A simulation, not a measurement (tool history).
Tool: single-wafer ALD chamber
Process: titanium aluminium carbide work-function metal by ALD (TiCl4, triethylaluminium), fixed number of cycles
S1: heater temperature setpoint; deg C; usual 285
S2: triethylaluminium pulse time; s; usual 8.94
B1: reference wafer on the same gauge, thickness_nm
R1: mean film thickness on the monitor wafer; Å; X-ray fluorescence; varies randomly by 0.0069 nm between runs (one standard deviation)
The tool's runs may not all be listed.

run   hour   S1     S2     B1     R1
  1    0.0  285   8.94  1.541  18.23
  2   60.4  285   8.94  1.540  18.35
  3   96.8  285   8.94  1.539  18.37
     132.4  -- gauge calibrated
  4  149.1  285   8.94  1.537  18.36
  5  181.1  285   8.94  1.544  18.13
  6  207.4  285   8.94  1.541  18.14
  7  251.6  285   8.94  1.541  18.21
  8  282.8  285   8.94  1.540  18.10
  9  315.7  285   8.94  1.540  18.20
 10  381.4  277   8.94  1.537  17.51
     412.3  -- triethylaluminium bottle replaced
 11  430.4  297   6.12  1.539  16.92
 12  495.7  271   5.89  1.539  14.98
 13  550.3  277   8.94  1.538  17.24
     580.8  -- triethylaluminium bottle replaced, repeated, since the last time left the tool worse
     586.1  -- thermocouple changed; heater temperature recalibrated
 14  621.0  296   8.94  1.542  19.59
     661.6  -- showerhead replaced
 15  682.1  285   9.84  1.539  18.96
     691.7  -- gauge calibrated
 16  725.5  279   8.94  1.540  18.18
 17  764.2  285   8.94  1.538  18.57
 18  834.5  290   5.96  1.537  17.64
 19  873.6  299   8.04  1.539  19.37
 20  910.7  289  11.98  1.541  19.39

Run by run, hidden condition taken away, random variation retained:
Hidden conditions of the tool in this case: wafer temperature above the value expected at the setpoint (K); triethylaluminium dose above that of a fresh bottle (%); gauge reads high (%).
run     R1
  1  18.56
  2  18.71
  3  18.75
  4  18.76
  5  18.54
  6  18.56
  7  18.66
  8  18.56
  9  18.68
 10  17.99
 11  18.26
 12  16.28
 13  18.12
 14  19.63
 15  19.01
 16  18.24
 17  18.65
 18  17.82
 19  19.51
 20  19.46

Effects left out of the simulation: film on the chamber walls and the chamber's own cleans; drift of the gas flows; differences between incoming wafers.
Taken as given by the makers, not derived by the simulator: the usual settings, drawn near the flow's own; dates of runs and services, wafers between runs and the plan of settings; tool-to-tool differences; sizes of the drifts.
